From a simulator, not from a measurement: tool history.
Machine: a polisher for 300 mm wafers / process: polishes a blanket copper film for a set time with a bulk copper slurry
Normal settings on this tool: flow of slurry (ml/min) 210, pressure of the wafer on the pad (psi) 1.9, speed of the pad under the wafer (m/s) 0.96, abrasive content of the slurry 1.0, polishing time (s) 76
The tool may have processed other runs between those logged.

| run | hour | flow of slurry (ml/min) | pressure of the wafer on the pad (psi) | speed of the pad under the wafer (m/s) | abrasive content of the slurry | polishing time (s) | wafers since the last listed run | wafers polished on this pad | hours since the slurry nozzle was cleaned | hours since the head pressure was calibrated | hours since the slurry blender was calibrated | incoming thickness of the incoming film, nm | film removed (nm) |
|---|---|---|---|---|---|---|---|---|---|---|---|---|---|
| 1 | 0.0 | 210 | 1.9 | 0.96 | 1.0 | 76 | 0 | 301 | 533.6 | 309.7 | 340.5 | 4523.9 | 492.3 |
| 2 | 9.9 | 210 | 1.9 | 0.96 | 1.0 | 76 | 89 | 391 | 543.5 | 319.6 | 350.4 | 4477.9 | 490.8 |
| 3 | 21.0 | 210 | 1.9 | 0.86 | 1.0 | 76 | 100 | 491 | 554.6 | 330.7 | 361.5 | 4495.9 | 441.7 |
| 4 | 72.2 | 210 | 1.9 | 0.86 | 1.0 | 76 | 463 | 954 | 605.8 | 381.9 | 412.7 | 4523.3 | 432.3 |
|  | 83.9 | slurry blender recalibrated |
| 5 | 88.6 | 265 | 1.9 | 0.96 | 1.0 | 76 | 130 | 1085 | 622.2 | 398.3 | 4.7 | 4520.0 | 489.7 |
| 6 | 95.3 | 265 | 1.9 | 0.96 | 1.0 | 76 | 60 | 1145 | 628.9 | 405.0 | 11.4 | 4540.6 | 487.2 |
| 7 | 107.2 | 265 | 1.9 | 0.96 | 1.0 | 76 | 107 | 1253 | 640.8 | 416.9 | 23.3 | 4491.4 | 486.8 |
|  | 113.6 | head pressure recalibrated |
| 8 | 117.7 | 210 | 1.9 | 0.96 | 1.0 | 76 | 76 | 1330 | 651.3 | 4.1 | 33.8 | 4443.5 | 470.5 |
|  | 123.3 | worn pad replaced by a new one |
| 9 | 129.8 | 210 | 1.9 | 0.96 | 1.0 | 76 | 73 | 59 | 663.4 | 16.2 | 45.9 | 4613.6 | 476.5 |
| 10 | 147.4 | 235 | 1.9 | 0.96 | 1.3 | 87 | 159 | 218 | 681.0 | 33.8 | 63.5 | 4535.6 | 590.6 |
| 11 | 155.2 | 210 | 1.3 | 0.96 | 1.0 | 76 | 70 | 288 | 688.8 | 41.6 | 71.3 | 4530.0 | 321.6 |
| 12 | 166.2 | 190 | 1.3 | 0.76 | 1.0 | 76 | 99 | 388 | 699.8 | 52.6 | 82.3 | 4485.5 | 246.1 |
| 13 | 174.0 | 210 | 1.9 | 1.28 | 1.0 | 76 | 70 | 458 | 707.6 | 60.4 | 90.1 | 4511.7 | 617.5 |
| 14 | 182.7 | 240 | 1.9 | 0.96 | 1.0 | 62 | 78 | 537 | 716.3 | 69.1 | 98.8 | 4581.1 | 389.3 |
|  | 195.6 | slurry nozzle cleaned |
| 15 | 226.0 | 210 | 1.9 | 0.96 | 1.0 | 76 | 382 | 919 | 30.4 | 112.4 | 142.1 | 4470.8 | 502.2 |
| 16 | 238.8 | 210 | 1.9 | 0.96 | 1.0 | 76 | 115 | 1035 | 43.2 | 125.2 | 154.9 | 4516.8 | 506.8 |
| 17 | 251.6 | 235 | 1.9 | 0.96 | 1.3 | 87 | 115 | 1151 | 56.0 | 138.0 | 167.7 | 4462.8 | 617.3 |
|  | 263.9 | worn pad replaced by a new one |
| 18 | 266.7 | 210 | 1.9 | 1.14 | 1.0 | 92 | 100 | 25 | 71.1 | 153.1 | 182.8 | 4584.7 | 744.8 |

What if the next run were any one of these 3? Each begins from the tool's condition after run 18:
| A | 267.2 | 210 | 1.9 | 0.96 | 1.0 | 76 | 4 | 29 | 71.6 | 153.6 | 183.3 | 4589.7 | ? |
| B | 267.2 | 230 | 1.6 | 0.76 | 1.0 | 86 | 4 | 29 | 71.6 | 153.6 | 183.3 | 4589.7 | ? |
| C | 267.2 | 210 | 2.4 | 0.96 | 1.0 | 76 | 4 | 29 | 71.6 | 153.6 | 183.3 | 4589.7 | ? |

| run | film removed (nm) |
|---|---|
| A | 513.7 |
| B | 391.8 |
| C | 648.9 |
Had the tool no hidden state, the same runs would have come out as:
| run | film removed (nm) |
|---|---|
| A | 519.4 |
| B | 396.0 |
| C | 656.1 |
